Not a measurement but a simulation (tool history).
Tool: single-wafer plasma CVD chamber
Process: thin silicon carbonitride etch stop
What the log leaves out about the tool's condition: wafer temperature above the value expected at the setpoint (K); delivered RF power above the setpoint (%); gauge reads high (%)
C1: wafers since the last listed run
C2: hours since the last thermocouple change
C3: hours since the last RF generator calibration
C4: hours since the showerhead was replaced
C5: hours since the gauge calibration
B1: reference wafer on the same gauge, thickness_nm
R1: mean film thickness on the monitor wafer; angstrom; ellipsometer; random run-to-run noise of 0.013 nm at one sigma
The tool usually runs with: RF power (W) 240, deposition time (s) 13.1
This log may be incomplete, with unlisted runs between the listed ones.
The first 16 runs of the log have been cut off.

Run 17, hour 445.3: usual settings but RF power (W) 285, deposition time (s) 10.5; C1 462; C2 2441.1; C3 323.3; C4 5114.1; C5 305.8; B1 7.263. Result: R1 74.2 angstrom.
Run 18, hour 460: usual settings but RF power (W) 280, deposition time (s) 14.2; C1 392; C2 2455.8; C3 338; C4 5128.8; C5 320.5; B1 7.26. Result: R1 100.06 angstrom.
Run 19, hour 478.2: usual settings but deposition time (s) 15.1; C1 486; C2 2474; C3 356.2; C4 5147; C5 338.7; B1 7.258. Result: R1 102.91 angstrom.
Run 20, hour 510.7: usual settings but deposition time (s) 12.2; C1 868; C2 2506.5; C3 388.7; C4 5179.5; C5 371.2; B1 7.262. Result: R1 83.12 angstrom.
Run 21, hour 524.2: usual settings but RF power (W) 200, deposition time (s) 11.9; C1 360; C2 2520; C3 402.2; C4 5193; C5 384.7; B1 7.263. Result: R1 77.97 angstrom.
Run 22, hour 559.9: usual settings but RF power (W) 265, deposition time (s) 15; C1 954; C2 2555.7; C3 437.9; C4 5228.7; C5 420.4; B1 7.257. Result: R1 104.24 angstrom.
Run 23, hour 579.1: usual settings but RF power (W) 280, deposition time (s) 15.5; C1 513; C2 2574.9; C3 457.1; C4 5247.9; C5 439.6; B1 7.258. Result: R1 109.6 angstrom.
Run 24, hour 616.3: usual settings but RF power (W) 225, deposition time (s) 15.3; C1 994; C2 2612.1; C3 494.3; C4 5285.1; C5 476.8; B1 7.258. Result: R1 102.52 angstrom.
At hour 626.8: thermocouple changed; heater temperature recalibrated.
Run 25, hour 646.1: usual settings but RF power (W) 225, deposition time (s) 15.7; C1 582; C2 19.3; C3 524.1; C4 5314.9; C5 506.6; B1 7.262. Result: R1 105.28 angstrom.
At hour 660.8: showerhead replaced.
Run 26, hour 666.2: usual settings; C1 323; C2 39.4; C3 544.2; C4 5.4; C5 526.7; B1 7.264. Result: R1 89.15 angstrom.

Run 27, settings as shown, results not yet in. Your forecast:
Run 27, hour 699: usual settings; C1 876; C2 72.2; C3 577; C4 38.2; C5 559.5; B1 ?. Result: R1 ?.

B1: 7.264
R1: 89 angstrom
Take away the tool's hidden state, keep the run-to-run variation as it was, and the same run would have given R1 89.71 angstrom.
